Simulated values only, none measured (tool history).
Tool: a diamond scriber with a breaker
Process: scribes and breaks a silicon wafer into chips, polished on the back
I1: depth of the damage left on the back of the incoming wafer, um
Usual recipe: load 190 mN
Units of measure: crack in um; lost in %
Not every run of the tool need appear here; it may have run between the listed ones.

{"run": 1, "hour": 0.0, "load": 221, "I1": 0.04, "crack": 11.4, "lost": 3.8}
{"run": 2, "hour": 12.2, "load": 221, "I1": 0.02, "crack": 11.27, "lost": 4.07}
{"run": 3, "hour": 28.7, "load": 221, "I1": 0.04, "crack": 11.41, "lost": 3.78}
{"run": 4, "hour": 40.9, "load": 190, "I1": 0.02, "crack": 10.19, "lost": 10.04}
{"run": 5, "hour": 52.1, "load": 190, "I1": 0.04, "crack": 10.09, "lost": 9.7}
{"run": 6, "hour": 60.8, "load": 190, "I1": 0.02, "crack": 10.29, "lost": 9.97}
{"hour": 74.9, "done": "load on the tip recalibrated"}
{"run": 7, "hour": 77.3, "load": 190, "I1": 0.04, "crack": 10.13, "lost": 10.52}
{"run": 8, "hour": 91.3, "load": 148, "I1": 0.01, "crack": 8.45, "lost": 29.05}
{"run": 9, "hour": 102.4, "load": 232, "I1": 0.04, "crack": 11.51, "lost": 2.71}
{"hour": 107.5, "done": "diamond tip replaced by a new one"}
{"run": 10, "hour": 117.9, "load": 151, "I1": 0.03, "crack": 10.56, "lost": 6.98}
{"run": 11, "hour": 135.2, "load": 190, "I1": 0.04, "crack": 12.28, "lost": 1.57}
{"run": 12, "hour": 152.4, "load": 174, "I1": 0.04, "crack": 11.4, "lost": 2.97}
{"run": 13, "hour": 166.2, "load": 190, "I1": 0.02, "crack": 12.37, "lost": 1.63}
{"run": 14, "hour": 178.5, "load": 209, "I1": 0.03, "crack": 12.92, "lost": 1.52}

What was the tool's hidden state at every run in the log?
deviation of the load on the tip from its setpoint, %: 0 across all the runs
H1: share of the diamond tip's cutting effectiveness lost through wear, %
run=1 H1=27.6
run=2 H1=27.7
run=3 H1=27.8
run=4 H1=27.8
run=5 H1=27.9
run=6 H1=27.9
run=7 H1=28
run=8 H1=28.1
run=9 H1=28.1
run=10 H1=2.17
run=11 H1=3.35
run=12 H1=4.46
run=13 H1=5.32
run=14 H1=6.06
